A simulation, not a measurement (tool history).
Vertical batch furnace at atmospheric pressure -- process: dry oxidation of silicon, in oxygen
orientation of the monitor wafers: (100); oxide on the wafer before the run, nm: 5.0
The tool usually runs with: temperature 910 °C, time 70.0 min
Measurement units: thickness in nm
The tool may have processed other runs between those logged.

run,day,temperature,time,"read-back reference wafer on the same gauge, thickness",thickness
1,0.000,910,70.0,21.31,24.96
2,0.796,910,70.0,21.32,24.96
# day 1.267: gauge calibrated
3,1.333,910,70.0,21.19,24.84
4,1.883,924,85.0,21.19,31.82
5,2.296,910,70.0,21.19,24.85
6,2.679,910,70.0,21.22,24.98
7,3.558,910,70.0,21.24,24.89
8,3.892,910,70.0,21.24,24.90
9,4.246,910,70.0,21.24,25.00
# day 5.642: boat lift adjusted
10,5.662,910,36.5,21.28,17.16
11,5.888,910,70.0,21.28,24.91
12,6.117,921,70.0,21.28,27.63
# day 6.350: gauge calibrated
# day 6.900: thermocouples replaced and temperature profile calibrated
13,6.921,910,70.0,21.21,24.83
14,7.208,918,91.5,21.20,31.64
15,7.862,934,104.5,21.21,40.10
16,8.321,894,82.5,21.22,23.76
17,9.096,932,58.0,21.25,27.06

4 options for the next run, each taken on its own from the tool as it stands now. Forecast them:
A,9.329,910,70.0,?,?
B,9.329,893,58.0,?,?
C,9.329,893,48.5,?,?
D,9.329,899,60.0,?,?

run,"read-back reference wafer on the same gauge, thickness",thickness
A,21.24,24.98
B,21.24,19.26
C,21.24,17.43
D,21.24,20.70
Without the tool's hidden state the same runs would have given:
run,thickness
A,24.92
B,19.21
C,17.38
D,20.65
